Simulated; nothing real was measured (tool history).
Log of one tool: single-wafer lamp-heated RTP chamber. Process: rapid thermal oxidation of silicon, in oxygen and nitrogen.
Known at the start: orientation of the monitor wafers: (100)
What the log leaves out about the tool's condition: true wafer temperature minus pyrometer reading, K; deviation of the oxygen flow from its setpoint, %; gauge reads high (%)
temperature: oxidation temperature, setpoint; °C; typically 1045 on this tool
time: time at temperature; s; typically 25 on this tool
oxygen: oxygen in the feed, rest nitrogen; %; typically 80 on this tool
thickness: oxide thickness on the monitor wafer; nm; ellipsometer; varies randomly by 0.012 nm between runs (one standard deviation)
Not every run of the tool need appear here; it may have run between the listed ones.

run	hour	temperature	time	oxygen	wafers since the last listed run	wafers since the last pyrometer calibration	hours since the oxygen flow controller was replaced	hours since the gauge calibration	read-back reference wafer on the same gauge, thickness	thickness
1	0	1058	18	80	0	2435	6964.9	712.5	5.103	5.043
# hour 17.3: pyrometer window cleaned and pyrometer calibrated
2	19	1045	25	72	105	16	6983.9	731.5	5.102	5.091
3	34.2	1045	25	72	146	162	6999.1	746.7	5.109	5.084
4	64.1	1045	25	72	287	450	7029	776.6	5.102	5.099
5	99	1045	25	80	335	785	7063.9	811.5	5.098	5.255
6	112.7	1045	25	80	131	917	7077.6	825.2	5.102	5.266
7	137.7	1045	25	80	240	1158	7102.6	850.2	5.101	5.25
# hour 148.1: oxygen flow controller replaced
8	159.5	1045	25	80	132	1290	11.4	872	5.1	5.273
9	179.9	1045	25	80	196	1487	31.8	892.4	5.094	5.252
10	200.8	1045	25	80	201	1688	52.7	913.3	5.094	5.261
11	225.4	1034	25	80	236	1924	77.3	937.9	5.094	4.863
# hour 244.9: pyrometer window cleaned and pyrometer calibrated
12	253	1034	25	80	188	77	104.9	965.5	5.092	4.89
13	288.2	1034	25	80	338	416	140.1	1000.7	5.087	4.871
14	319.2	1045	25	58	298	714	171.1	1031.7	5.092	4.717
15	333.2	1045	25	80	134	849	185.1	1045.7	5.083	5.232
16	364.7	1045	25	80	303	1152	216.6	1077.2	5.086	5.261
# hour 372.1: gauge calibrated
17	385.8	1019	34	51	202	1355	237.7	13.7	5.158	4.36
18	415.2	1065	13	98	282	1638	267.1	43.1	5.155	4.994
19	446.4	1045	25	80	300	1938	298.3	74.3	5.154	5.326
# hour 466.8: pyrometer window cleaned and pyrometer calibrated
20	474.2	1053	30	97	190	70	326.1	102.1	5.151	6.44
21	498	1045	37	66	228	299	349.9	125.9	5.151	5.861
22	533	1027	29	80	336	636	384.9	160.9	5.152	5.02
23	546	1034	25	80	125	761	397.9	173.9	5.146	4.926
24	560.3	1067	25	80	137	899	412.2	188.2	5.145	6.13

What does the tool deliver on the next run?
25	573.1	1065	30	80	123	1022	425	201	?	?

For run 25 the tool returned read-back reference wafer on the same gauge, thickness 5.146, thickness 6.565 nm.
Had the tool carried no hidden state, the very same run would have given thickness 6.571 nm.

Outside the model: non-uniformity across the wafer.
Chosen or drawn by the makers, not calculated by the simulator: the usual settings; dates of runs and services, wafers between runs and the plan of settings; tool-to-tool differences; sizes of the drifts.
